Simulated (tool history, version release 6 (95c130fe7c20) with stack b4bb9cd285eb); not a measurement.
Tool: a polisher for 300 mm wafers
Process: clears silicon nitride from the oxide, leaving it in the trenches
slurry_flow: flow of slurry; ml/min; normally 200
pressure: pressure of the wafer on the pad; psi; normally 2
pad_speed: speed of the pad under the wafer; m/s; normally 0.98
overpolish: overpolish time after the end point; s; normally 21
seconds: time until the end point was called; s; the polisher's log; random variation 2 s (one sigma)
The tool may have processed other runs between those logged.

| run | day | slurry_flow | pressure | pad_speed | overpolish | wafers since the last listed run | wafers polished on this pad | hours since the slurry nozzle was cleaned | hours since the head pressure was calibrated | incoming thickness of the incoming film, nm | seconds |
|---|---|---|---|---|---|---|---|---|---|---|---|
| 1 | 0 | 200 | 2 | 0.98 | 30 | 0 | 36 | 204.5 | 283.8 | 89.2 | 122.8 |
| 2 | 3.521 | 200 | 2 | 0.98 | 30 | 664 | 700 | 289 | 368.3 | 89.4 | 123.6 |
| 3 | 7.775 | 200 | 2 | 0.98 | 30 | 802 | 1503 | 391.1 | 470.4 | 91.1 | 127.1 |
| 4 | 11.654 | 180 | 2 | 0.98 | 21 | 732 | 2236 | 484.2 | 563.5 | 90.1 | 125.4 |
| 5 | 14.475 | 180 | 2 | 0.98 | 21 | 532 | 2768 | 551.9 | 631.2 | 90 | 129.8 |
|  | 14.717 | worn pad replaced by a new one |
| 6 | 16.079 | 200 | 2 | 0.98 | 21 | 271 | 257 | 590.4 | 669.7 | 90.8 | 138.4 |
|  | 19.779 | slurry nozzle cleaned |
| 7 | 20.096 | 200 | 2 | 0.98 | 21 | 750 | 1007 | 7.6 | 766.1 | 89.4 | 139.9 |
| 8 | 23.867 | 250 | 2 | 0.98 | 21 | 711 | 1719 | 98.1 | 856.6 | 90.2 | 140.5 |
| 9 | 25.988 | 250 | 2 | 0.98 | 21 | 400 | 2119 | 149 | 907.5 | 90 | 140.7 |
| 10 | 28.55 | 250 | 2 | 0.98 | 21 | 483 | 2603 | 210.5 | 969 | 89.1 | 140.4 |
| 11 | 30.083 | 200 | 1.5 | 0.98 | 21 | 289 | 2892 | 247.3 | 1005.8 | 90 | 176.5 |
|  | 30.417 | worn pad replaced by a new one, repeated, since the last time left the tool worse |
| 12 | 33.804 | 200 | 2 | 0.98 | 24 | 670 | 639 | 336.6 | 1095.1 | 89.6 | 118.2 |
|  | 42.246 | head pressure recalibrated |
| 13 | 44.842 | 250 | 2 | 0.98 | 21 | 2067 | 2707 | 601.5 | 62.3 | 90.3 | 125.4 |
|  | 47.446 | worn pad replaced by a new one |
| 14 | 47.858 | 200 | 2 | 0.98 | 21 | 537 | 77 | 673.9 | 134.7 | 89.6 | 120.1 |
|  | 50.242 | slurry nozzle cleaned |
| 15 | 52.017 | 200 | 2 | 0.68 | 21 | 777 | 854 | 42.6 | 234.5 | 90.3 | 167.4 |
| 16 | 53.983 | 260 | 2 | 0.98 | 21 | 371 | 1225 | 89.8 | 281.7 | 90.5 | 124.2 |
| 17 | 61.196 | 170 | 2 | 0.98 | 21 | 1361 | 2587 | 262.9 | 454.8 | 90.4 | 132.4 |
|  | 64.762 | worn pad replaced by a new one |
| 18 | 64.783 | 260 | 2.3 | 0.98 | 21 | 645 | 3 | 349 | 540.9 | 90 | 108.1 |
| 19 | 68.854 | 150 | 1.5 | 0.98 | 15 | 768 | 772 | 446.7 | 638.6 | 91.2 | 154.9 |
| 20 | 71.554 | 200 | 1.8 | 0.88 | 21 | 509 | 1281 | 511.5 | 703.4 | 90.5 | 149.2 |
| 21 | 73.25 | 200 | 2 | 0.76 | 21 | 320 | 1602 | 552.2 | 744.1 | 89.3 | 156.2 |
|  | 74.588 | slurry nozzle cleaned |
| 22 | 76.858 | 200 | 2 | 0.98 | 21 | 673 | 2275 | 54.5 | 830.7 | 88.7 | 122.2 |
| 23 | 80.492 | 200 | 2.4 | 1.14 | 21 | 685 | 2961 | 141.7 | 917.9 | 90.5 | 103.2 |

Forecast each of these 3 alternatives for the next run:
| A | 80.512 | 200 | 2 | 0.98 | 21 | 3 | 2964 | 142.2 | 918.4 | 89.8 | ? |
| B | 80.512 | 200 | 2 | 1.1 | 21 | 3 | 2964 | 142.2 | 918.4 | 89.8 | ? |
| C | 80.512 | 200 | 2 | 0.86 | 21 | 3 | 2964 | 142.2 | 918.4 | 89.8 | ? |

| run | seconds |
|---|---|
| A | 131.2 |
| B | 118.7 |
| C | 146.5 |
Take away the tool's hidden state, keep each run's random variation, and the runs would have read:
| run | seconds |
|---|---|
| A | 123.9 |
| B | 112.2 |
| C | 138.4 |
